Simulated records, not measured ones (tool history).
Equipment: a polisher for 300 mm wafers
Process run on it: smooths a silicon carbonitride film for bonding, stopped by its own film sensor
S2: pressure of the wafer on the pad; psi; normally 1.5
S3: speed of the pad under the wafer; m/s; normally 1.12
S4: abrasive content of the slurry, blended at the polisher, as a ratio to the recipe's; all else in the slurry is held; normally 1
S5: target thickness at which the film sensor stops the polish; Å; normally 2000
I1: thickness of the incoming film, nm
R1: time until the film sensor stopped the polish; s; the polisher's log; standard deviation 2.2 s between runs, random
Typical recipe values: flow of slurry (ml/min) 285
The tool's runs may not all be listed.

{"run": 1, "hour": 0.0, "flow of slurry (ml/min)": 285, "S2": 1.5, "S3": 1.12, "S4": 1.1, "S5": 2000, "I1": 220.4, "R1": 124.3}
{"run": 2, "hour": 8.8, "flow of slurry (ml/min)": 285, "S2": 1.5, "S3": 1.12, "S4": 1.1, "S5": 2000, "I1": 222.4, "R1": 145.9}
{"hour": 21.8, "done": "worn pad replaced by a new one"}
{"run": 3, "hour": 22.3, "flow of slurry (ml/min)": 285, "S2": 1.5, "S3": 1.12, "S4": 1.1, "S5": 2000, "I1": 224, "R1": 143.6}
{"run": 4, "hour": 36.1, "flow of slurry (ml/min)": 285, "S2": 1.5, "S3": 1.12, "S4": 1, "S5": 2000, "I1": 223.4, "R1": 142.3}
{"run": 5, "hour": 47.1, "flow of slurry (ml/min)": 285, "S2": 1.5, "S3": 1.12, "S4": 1, "S5": 2000, "I1": 218.6, "R1": 113.6}
{"run": 6, "hour": 60.9, "flow of slurry (ml/min)": 285, "S2": 1.5, "S3": 1.12, "S4": 1, "S5": 2000, "I1": 221.8, "R1": 135.9}
{"run": 7, "hour": 76.6, "flow of slurry (ml/min)": 285, "S2": 1.5, "S3": 1.12, "S4": 1, "S5": 2000, "I1": 217.9, "R1": 113.1}
{"run": 8, "hour": 93.6, "flow of slurry (ml/min)": 285, "S2": 1.5, "S3": 1.12, "S4": 1, "S5": 1970, "I1": 218.9, "R1": 141.5}
{"hour": 100.0, "done": "slurry blender recalibrated"}
{"run": 9, "hour": 100.7, "flow of slurry (ml/min)": 285, "S2": 1.5, "S3": 1.12, "S4": 1, "S5": 1970, "I1": 216.9, "R1": 129.6}
{"run": 10, "hour": 112.7, "flow of slurry (ml/min)": 285, "S2": 1.5, "S3": 1.12, "S4": 1.2, "S5": 2000, "I1": 220, "R1": 130.2}
{"run": 11, "hour": 118.9, "flow of slurry (ml/min)": 285, "S2": 1.5, "S3": 1.12, "S4": 1.2, "S5": 2000, "I1": 215.9, "R1": 103.3}
{"hour": 126.1, "done": "worn pad replaced by a new one"}
{"run": 12, "hour": 135.4, "flow of slurry (ml/min)": 385, "S2": 1.5, "S3": 1.12, "S4": 1.2, "S5": 2000, "I1": 220, "R1": 108.5}
{"run": 13, "hour": 150.3, "flow of slurry (ml/min)": 285, "S2": 1.3, "S3": 1.12, "S4": 1, "S5": 2000, "I1": 217.5, "R1": 120.3}
{"run": 14, "hour": 158.7, "flow of slurry (ml/min)": 285, "S2": 1.7, "S3": 1.12, "S4": 1.25, "S5": 2000, "I1": 219, "R1": 98.2}
{"run": 15, "hour": 165.7, "flow of slurry (ml/min)": 235, "S2": 1.5, "S3": 0.9, "S4": 1, "S5": 2000, "I1": 219.3, "R1": 143.7}
{"hour": 184.6, "done": "head pressure recalibrated"}
{"run": 16, "hour": 185.1, "flow of slurry (ml/min)": 285, "S2": 1.5, "S3": 1.12, "S4": 1.25, "S5": 2000, "I1": 220.6, "R1": 121.2}
{"run": 17, "hour": 192.4, "flow of slurry (ml/min)": 285, "S2": 1.5, "S3": 1.12, "S4": 1, "S5": 2000, "I1": 220.9, "R1": 136.5}
{"hour": 198.4, "done": "slurry nozzle cleaned"}
{"run": 18, "hour": 202.5, "flow of slurry (ml/min)": 285, "S2": 1.5, "S3": 1.12, "S4": 1.15, "S5": 2070, "I1": 222.6, "R1": 100.4}
{"run": 19, "hour": 213.4, "flow of slurry (ml/min)": 310, "S2": 1.3, "S3": 1.5, "S4": 0.9, "S5": 2000, "I1": 221.1, "R1": 132.9}
{"hour": 223.9, "done": "worn pad replaced by a new one"}
{"run": 20, "hour": 263.9, "flow of slurry (ml/min)": 375, "S2": 1.3, "S3": 0.8, "S4": 0.9, "S5": 2000, "I1": 218.1, "R1": 173}
{"run": 21, "hour": 278.9, "flow of slurry (ml/min)": 235, "S2": 1.5, "S3": 0.9, "S4": 1, "S5": 2000, "I1": 219.1, "R1": 148.1}
{"run": 22, "hour": 288.7, "flow of slurry (ml/min)": 285, "S2": 1.2, "S3": 1.42, "S4": 1, "S5": 2000, "I1": 215.4, "R1": 104.8}

Selected run-to-run steps in R1, each split into two signed amounts: the part the tool would show with no hidden state at all (from settings, incoming material and random variation), and the remainder, which goes to the hidden state together with any gauge scatter not common to the measured and the hidden-state-free results:
Unlogged tool condition in this case: removal rate lost through wear of the pad, %; slurry flow missing at the pad, %; deviation of the head's pressure from its setpoint, %; abrasive missing from the slurry, %.
Run 2 -> 3: worn pad replaced by a new one. R1 -2.3 s: hidden state -11.9, all else +9.6.
Run 11 -> 12: flow of slurry (ml/min) 285 -> 385, worn pad replaced by a new one. R1 +5.2 s: hidden state -13.8, all else +19.
Run 14 -> 15: flow of slurry (ml/min) 285 -> 235, S2 1.7 -> 1.5, S3 1.12 -> 0.9, S4 1.25 -> 1. R1 +45.5 s: hidden state +1.8, all else +43.7.
Run 21 -> 22: flow of slurry (ml/min) 235 -> 285, S2 1.5 -> 1.2, S3 0.9 -> 1.42. R1 -43.3 s: hidden state -0.9, all else -42.4.
